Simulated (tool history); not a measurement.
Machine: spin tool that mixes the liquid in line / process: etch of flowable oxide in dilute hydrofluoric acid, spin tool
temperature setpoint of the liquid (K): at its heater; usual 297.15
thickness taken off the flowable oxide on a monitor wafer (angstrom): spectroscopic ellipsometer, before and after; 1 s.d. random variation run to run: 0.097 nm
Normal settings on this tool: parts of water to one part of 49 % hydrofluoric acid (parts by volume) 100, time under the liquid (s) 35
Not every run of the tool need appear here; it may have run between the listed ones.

| run | day | temperature setpoint of the liquid (K) | parts of water to one part of 49 % hydrofluoric acid (parts by volume) | time under the liquid (s) | wafers since the last listed run | hours since the thermometer was replaced | hours since the hydrofluoric acid flow meter was replaced | hours since the gauge calibration | read-back film thickness of the flowable oxide reference wafer, read on the same gauge (nm) | thickness taken off the flowable oxide on a monitor wafer (angstrom) |
|---|---|---|---|---|---|---|---|---|---|---|
| 1 | 0 | 297.15 | 135 | 35 | 0 | 143 | 1523.5 | 390.5 | 145.3 | 96.5 |
| 2 | 3.504 | 297.15 | 135 | 35 | 1129 | 227.1 | 1607.6 | 474.6 | 144.79 | 95.4 |
| 3 | 7.879 | 297.15 | 135 | 35 | 1410 | 332.1 | 1712.6 | 579.6 | 144.26 | 94.9 |
| 4 | 11.608 | 297.15 | 100 | 35 | 1202 | 421.6 | 1802.1 | 669.1 | 143.91 | 133.8 |
| 5 | 22.158 | 297.15 | 100 | 35 | 3401 | 674.8 | 2055.3 | 922.3 | 143.28 | 132.9 |
| 6 | 23.821 | 297.15 | 100 | 25 | 536 | 714.7 | 2095.2 | 962.2 | 143.23 | 95.2 |
| 7 | 26.571 | 297.15 | 100 | 35 | 886 | 780.7 | 2161.2 | 1028.2 | 143.14 | 131.2 |
| 8 | 28.475 | 295.15 | 65 | 20 | 613 | 826.4 | 2206.9 | 1073.9 | 143.06 | 111 |
|  | 30.267 | hydrofluoric acid flow meter replaced |
| 9 | 31.358 | 299.65 | 130 | 35 | 916 | 895.6 | 26.2 | 1143.1 | 142.99 | 108.8 |
| 10 | 35.275 | 294.15 | 100 | 35 | 1262 | 989.6 | 120.2 | 1237.1 | 142.91 | 116.7 |
| 11 | 37.204 | 292.15 | 60 | 15 | 622 | 1035.9 | 166.5 | 1283.4 | 142.87 | 80 |
|  | 37.283 | gauge calibrated |
|  | 37.396 | thermometer replaced |
| 12 | 40.417 | 297.15 | 100 | 35 | 1022 | 72.5 | 243.6 | 75.2 | 147.43 | 135.6 |
| 13 | 43.958 | 297.15 | 100 | 35 | 1141 | 157.5 | 328.6 | 160.2 | 146.22 | 135.5 |
| 14 | 47.008 | 294.65 | 100 | 25 | 983 | 230.7 | 401.8 | 233.4 | 145.41 | 87.4 |
| 15 | 49.075 | 300.65 | 100 | 35 | 666 | 280.3 | 451.4 | 283 | 144.91 | 153 |

Below are 4 alternative next runs, each starting from the tool's condition after run 15. Predict each:
| A | 49.092 | 297.15 | 100 | 50 | 5 | 280.7 | 451.8 | 283.4 | ? | ? |
| B | 49.092 | 295.65 | 65 | 25 | 5 | 280.7 | 451.8 | 283.4 | ? | ? |
| C | 49.092 | 297.15 | 75 | 35 | 5 | 280.7 | 451.8 | 283.4 | ? | ? |
| D | 49.092 | 295.15 | 100 | 35 | 5 | 280.7 | 451.8 | 283.4 | ? | ? |

| run | read-back film thickness of the flowable oxide reference wafer, read on the same gauge (nm) | thickness taken off the flowable oxide on a monitor wafer (angstrom) |
|---|---|---|
| A | 144.92 | 192.1 |
| B | 144.92 | 145.3 |
| C | 144.92 | 185 |
| D | 144.92 | 124.1 |
What these runs would have given with no unlogged condition in the tool:
| run | thickness taken off the flowable oxide on a monitor wafer (angstrom) |
|---|---|
| A | 198.9 |
| B | 150.4 |
| C | 191.5 |
| D | 128.5 |

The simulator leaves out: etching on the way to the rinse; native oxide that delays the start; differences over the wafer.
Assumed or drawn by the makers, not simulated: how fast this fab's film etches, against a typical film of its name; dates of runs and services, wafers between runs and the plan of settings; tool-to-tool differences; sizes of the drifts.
